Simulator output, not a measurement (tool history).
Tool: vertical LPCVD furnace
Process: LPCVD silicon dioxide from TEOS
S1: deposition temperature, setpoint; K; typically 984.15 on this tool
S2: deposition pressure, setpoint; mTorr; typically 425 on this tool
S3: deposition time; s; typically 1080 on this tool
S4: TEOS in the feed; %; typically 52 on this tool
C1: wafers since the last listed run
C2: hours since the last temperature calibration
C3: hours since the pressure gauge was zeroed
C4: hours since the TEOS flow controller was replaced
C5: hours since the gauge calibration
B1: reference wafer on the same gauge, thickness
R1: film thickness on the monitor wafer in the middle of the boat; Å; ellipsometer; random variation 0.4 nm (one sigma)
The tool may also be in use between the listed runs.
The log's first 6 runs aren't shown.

run	day	S1	S2	S3	S4	C1	C2	C3	C4	C5	B1	R1
7	16.596	984.15	425	1080	52	440	3791.7	1564.9	6385.7	1447.1	140.01	1568.9
# day 17.621: TEOS flow controller replaced
8	18.321	984.15	425	1080	52	161	3833.1	1606.3	16.8	1488.5	139.84	1562.4
9	20.067	984.15	425	1080	52	389	3875	1648.2	58.7	1530.4	139.76	1566
10	21.558	984.15	425	1080	52	332	3910.8	1684	94.5	1566.2	140	1575.4
11	22.854	984.15	425	1080	52	288	3941.9	1715.1	125.6	1597.3	139.99	1570.2
# day 24.775: thermocouples replaced and temperature profile calibrated
12	24.796	984.15	425	1080	52	209	0.5	1761.7	172.2	1643.9	139.97	1562.8
13	25.604	984.15	425	1080	52	180	19.9	1781.1	191.6	1663.3	139.99	1569.8
14	27.808	984.15	425	1080	52	491	72.8	1834	244.5	1716.2	139.86	1568.4
15	29.804	984.15	505	930	56	444	120.7	1881.9	292.4	1764.1	139.85	1521
16	31.225	984.15	425	1080	52	316	154.8	1916	326.5	1798.2	140.02	1571.1
# day 31.908: gauge calibrated
17	33.233	992.15	385	1080	60	447	203	1964.2	374.7	31.8	140.02	1915.9
# day 35.362: pressure gauge zeroed
18	35.45	984.15	425	1080	52	271	256.2	2.1	427.9	85	140.03	1568.2
19	37.446	990.15	425	1380	52	444	304.1	50	475.8	132.9	140.08	2294.2
20	39.121	984.15	425	1080	52	373	344.3	90.2	516	173.1	139.92	1570.1
21	41.146	984.15	425	1080	52	451	392.9	138.8	564.6	221.7	140.15	1555.6
22	43.975	984.15	370	1080	48	630	460.8	206.7	632.5	289.6	139.99	1404.2
23	46.354	984.15	475	660	52	530	517.9	263.8	689.6	346.7	140	1016.1
24	49.129	984.15	395	1410	49	618	584.5	330.4	756.2	413.3	140.14	1918
25	51.338	984.15	425	1080	52	492	637.5	383.4	809.2	466.3	140	1566.7
26	54.858	984.15	425	1500	61	784	722	467.9	893.7	550.8	140.04	2356.8
27	56.088	993.15	525	780	52	273	751.5	497.4	923.2	580.3	139.96	1543.8
28	58.875	984.15	370	1080	52	621	818.4	564.3	990.1	647.2	140.01	1452.4
29	60.167	979.15	425	1080	58	287	849.4	595.3	1021.1	678.2	140.01	1472.2
30	62.721	984.15	425	1080	52	569	910.7	656.6	1082.4	739.5	139.93	1570.2
31	64.308	991.15	485	1080	59	353	948.8	694.7	1120.5	777.6	140.19	2079.4

Below are 4 alternative next runs, each starting from the tool's condition after run 31. Predict each:
A	64.517	984.15	350	1080	52	46	953.8	699.7	1125.5	782.6	?	?
B	64.517	992.15	425	1080	52	46	953.8	699.7	1125.5	782.6	?	?
C	64.517	984.15	390	900	52	46	953.8	699.7	1125.5	782.6	?	?
D	64.517	994.15	395	1080	52	46	953.8	699.7	1125.5	782.6	?	?

run	B1	R1
A	139.98	1421.5
B	139.98	1876
C	139.98	1250.4
D	139.98	1891.2
Without the tool's unlogged condition, the same runs would have read:
run	R1
A	1421.5
B	1876
C	1250.4
D	1891.2
